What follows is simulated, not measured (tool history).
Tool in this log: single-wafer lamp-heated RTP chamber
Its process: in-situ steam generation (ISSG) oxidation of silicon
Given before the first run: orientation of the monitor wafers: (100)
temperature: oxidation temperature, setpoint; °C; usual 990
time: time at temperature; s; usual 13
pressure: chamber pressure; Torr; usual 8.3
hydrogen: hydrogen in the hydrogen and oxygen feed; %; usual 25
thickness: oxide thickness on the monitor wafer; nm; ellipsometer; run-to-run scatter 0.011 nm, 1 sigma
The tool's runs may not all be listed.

run	hour	temperature	time	pressure	hydrogen	read-back reference wafer on the same gauge, thickness	thickness
1	0.0	990	13	8.3	25	3.980	4.883
2	10.7	990	13	8.3	25	3.980	4.873
3	19.9	990	13	8.3	25	3.982	4.899
4	30.5	990	17	8.3	25	3.981	5.506
5	43.5	990	17	8.3	25	3.979	5.496
6	58.5	990	13	8.3	25	3.979	4.896
7	70.1	990	13	8.3	25	3.980	4.903
8	80.5	990	10	8.3	25	3.979	4.394
# hour 95.7: hydrogen flow controller replaced
9	110.5	990	10	8.3	25	3.979	4.412
10	123.4	990	10	8.3	25	3.979	4.369
11	134.2	990	13	8.3	25	3.977	4.899
# hour 141.6: gauge calibrated
12	147.4	990	8	8.3	32	3.981	4.305
13	156.2	990	13	8.3	25	3.978	4.898
14	172.2	990	11	8.3	25	3.981	4.568
15	182.8	990	13	9.0	17	3.980	4.432
# hour 202.2: pyrometer window cleaned and pyrometer calibrated
16	202.7	990	13	8.3	25	3.982	4.993
17	207.1	990	13	8.3	25	3.980	4.975
18	221.5	990	13	7.9	25	3.979	4.993
# hour 229.6: pressure gauge zeroed
19	239.4	990	13	8.3	25	3.980	4.994
# hour 251.4: pyrometer window cleaned and pyrometer calibrated, repeated, since the last time left the tool worse
20	251.9	981	11	7.4	30	3.981	4.598
21	259.2	990	10	7.2	25	3.982	4.309
22	310.2	976	9	9.6	19	3.980	3.642

Each run again, without the hidden state but with its own random variation kept:
The hidden state here: true wafer temperature minus pyrometer reading, K; true pressure minus gauge reading, Torr; deviation of the hydrogen flow from its setpoint, %; gauge reads high (%).
run	thickness
1	4.767
2	4.757
3	4.782
4	5.361
5	5.351
6	4.778
7	4.784
8	4.297
9	4.315
10	4.273
11	4.779
12	4.218
13	4.777
14	4.462
15	4.322
16	4.789
17	4.770
18	4.783
19	4.777
20	4.596
21	4.305
22	3.630
